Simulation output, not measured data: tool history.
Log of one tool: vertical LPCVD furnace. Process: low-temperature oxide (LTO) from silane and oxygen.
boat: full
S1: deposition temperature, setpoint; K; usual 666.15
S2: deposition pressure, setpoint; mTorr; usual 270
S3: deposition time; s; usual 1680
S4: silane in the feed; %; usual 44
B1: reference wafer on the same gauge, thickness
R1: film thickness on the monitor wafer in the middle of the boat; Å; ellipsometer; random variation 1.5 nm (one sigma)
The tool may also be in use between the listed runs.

run    hour      S1   S2    S3  S4      B1      R1
  1     0.0  666.15  270  1680  44  361.44  3279.9
  2    54.7  666.15  270  1680  44  360.69  3259.9
  3   111.2  666.15  270  1680  44  361.31  3286.4
  4   190.5  666.15  270  1680  44  361.66  3291.1
  5   296.0  666.15  270  1680  44  360.84  3280.4
  6   389.5  662.15  270  1680  44  360.68  3153.5
  7   458.6  666.15  270  1680  44  360.30  3252.4
      483.8  -- pressure gauge zeroed
  8   537.2  666.15  270  1680  44  360.32  3298.5
  9   577.0  666.15  270  1680  44  361.49  3296.5
 10   665.1  675.15  270  1680  44  360.92  3642.8
 11   747.0  666.15  270  1320  50  360.54  2937.8
      761.8  -- gauge calibrated
      780.7  -- silane flow controller replaced
 12   819.1  673.15  270  1680  44  361.05  3585.5
 13   859.3  661.15  225  1020  44  360.95  1609.7
      967.6  -- thermocouples replaced and temperature profile calibrated
 14   968.1  666.15  305  1680  50  360.80  4357.2
 15  1009.3  666.15  270  1680  44  361.04  3423.1
 16  1097.4  666.15  270  1680  44  359.94  3406.5
 17  1140.4  660.15  270  2070  44  362.06  3915.8
     1182.1  -- thermocouples replaced and temperature profile calibrated, repeated, since the last time left the tool worse
 18  1218.0  666.15  270  1680  38  361.10  2712.6
 19  1320.2  666.15  270  1440  50  360.59  3170.3
 20  1423.4  658.15  240  1680  41  361.11  2430.9

The same runs without the tool's hidden state, with the same run-to-run variation:
The hidden state here: true tube temperature minus thermocouple reading, K; true pressure minus gauge reading, mTorr; deviation of the silane flow from its setpoint, %; gauge reads high (%).
run      R1
  1  3235.0
  2  3212.4
  3  3235.3
  4  3235.4
  5  3218.4
  6  3087.0
  7  3180.3
  8  3219.9
  9  3215.2
 10  3549.1
 11  2857.7
 12  3479.8
 13  1558.4
 14  4129.4
 15  3235.6
 16  3219.7
 17  3695.6
 18  2704.7
 19  3161.6
 20  2422.9
